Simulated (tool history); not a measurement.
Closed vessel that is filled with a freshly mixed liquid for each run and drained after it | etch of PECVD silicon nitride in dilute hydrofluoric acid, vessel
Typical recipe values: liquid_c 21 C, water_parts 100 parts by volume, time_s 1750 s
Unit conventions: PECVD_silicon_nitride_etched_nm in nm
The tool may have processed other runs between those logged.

| run | hour | liquid_c | water_parts | time_s | read-back film thickness of the PECVD silicon nitride reference wafer, read on the same gauge (nm) | PECVD_silicon_nitride_etched_nm |
|---|---|---|---|---|---|---|
| 1 | 0 | 21 | 100 | 1750 | 80.01 | 24.07 |
| 2 | 8.3 | 21 | 100 | 1750 | 80 | 24.1 |
| 3 | 26 | 21 | 100 | 1750 | 80 | 23.89 |
| 4 | 40 | 21 | 100 | 1750 | 80 | 24.03 |
| 5 | 48.2 | 21 | 100 | 1750 | 79.99 | 24.13 |
| 6 | 57.8 | 21 | 100 | 1165 | 80.01 | 15.92 |
| 7 | 74 | 21 | 100 | 1750 | 80 | 23.94 |
| 8 | 90.9 | 21 | 100 | 1750 | 79.98 | 23.9 |
| 9 | 102.7 | 21 | 100 | 1750 | 80 | 23.87 |
| 10 | 117.4 | 21 | 100 | 1750 | 79.99 | 23.83 |
|  | 119.6 | gauge calibrated |
| 11 | 134.7 | 24.5 | 100 | 1750 | 80.02 | 30.2 |
| 12 | 145.6 | 24.5 | 100 | 1750 | 79.98 | 30.39 |
| 13 | 159.1 | 21 | 100 | 1750 | 80.01 | 23.75 |
| 14 | 181.5 | 21 | 100 | 1750 | 80 | 23.83 |
| 15 | 189.5 | 21 | 100 | 1750 | 80 | 23.97 |
| 16 | 207 | 21 | 100 | 2355 | 80 | 32.22 |
| 17 | 224.5 | 17 | 65 | 785 | 80 | 12.19 |
|  | 239.7 | thermometer replaced |
| 18 | 240.2 | 21 | 55 | 2730 | 80 | 76.45 |
| 19 | 253.5 | 21 | 75 | 2720 | 79.99 | 55.78 |
| 20 | 265.8 | 21 | 100 | 1325 | 79.98 | 20.42 |
| 21 | 274.8 | 24.5 | 60 | 890 | 80.02 | 29.17 |
| 22 | 289.8 | 21 | 100 | 1325 | 80 | 20.56 |
|  | 292.1 | hydrofluoric acid flow meter replaced |
| 23 | 298.2 | 24.5 | 100 | 2140 | 80.03 | 41.59 |
| 24 | 310.4 | 25.5 | 70 | 1170 | 79.99 | 34.7 |
| 25 | 324 | 21 | 100 | 1750 | 80.01 | 26.81 |
| 26 | 336.5 | 23.5 | 125 | 1750 | 80 | 25.69 |
| 27 | 346.2 | 21 | 140 | 1750 | 79.99 | 19.45 |
| 28 | 359.4 | 21 | 100 | 775 | 79.99 | 11.98 |
| 29 | 375.7 | 21 | 120 | 2610 | 80 | 33.77 |
|  | 391.7 | gauge calibrated |
| 30 | 397.6 | 26 | 100 | 2360 | 80.02 | 50.72 |
| 31 | 406.9 | 21 | 100 | 1750 | 80.01 | 26.96 |

Each row is a separate what-if for the run after 31, all from the same tool condition, not one after another. Results?
| A | 408 | 21 | 100 | 1750 | ? | ? |
| B | 408 | 18.5 | 100 | 1750 | ? | ? |
| C | 408 | 21 | 60 | 2165 | ? | ? |
| D | 408 | 23.5 | 100 | 920 | ? | ? |
| E | 408 | 18.5 | 125 | 2095 | ? | ? |

| run | read-back film thickness of the PECVD silicon nitride reference wafer, read on the same gauge (nm) | PECVD_silicon_nitride_etched_nm |
|---|---|---|
| A | 80 | 27.06 |
| B | 80 | 22.8 |
| C | 80 | 55.14 |
| D | 80 | 16.83 |
| E | 80 | 21.98 |
What these runs would have given with no unlogged condition in the tool:
| run | PECVD_silicon_nitride_etched_nm |
|---|---|
| A | 28.09 |
| B | 23.68 |
| C | 57.26 |
| D | 17.45 |
| E | 22.83 |
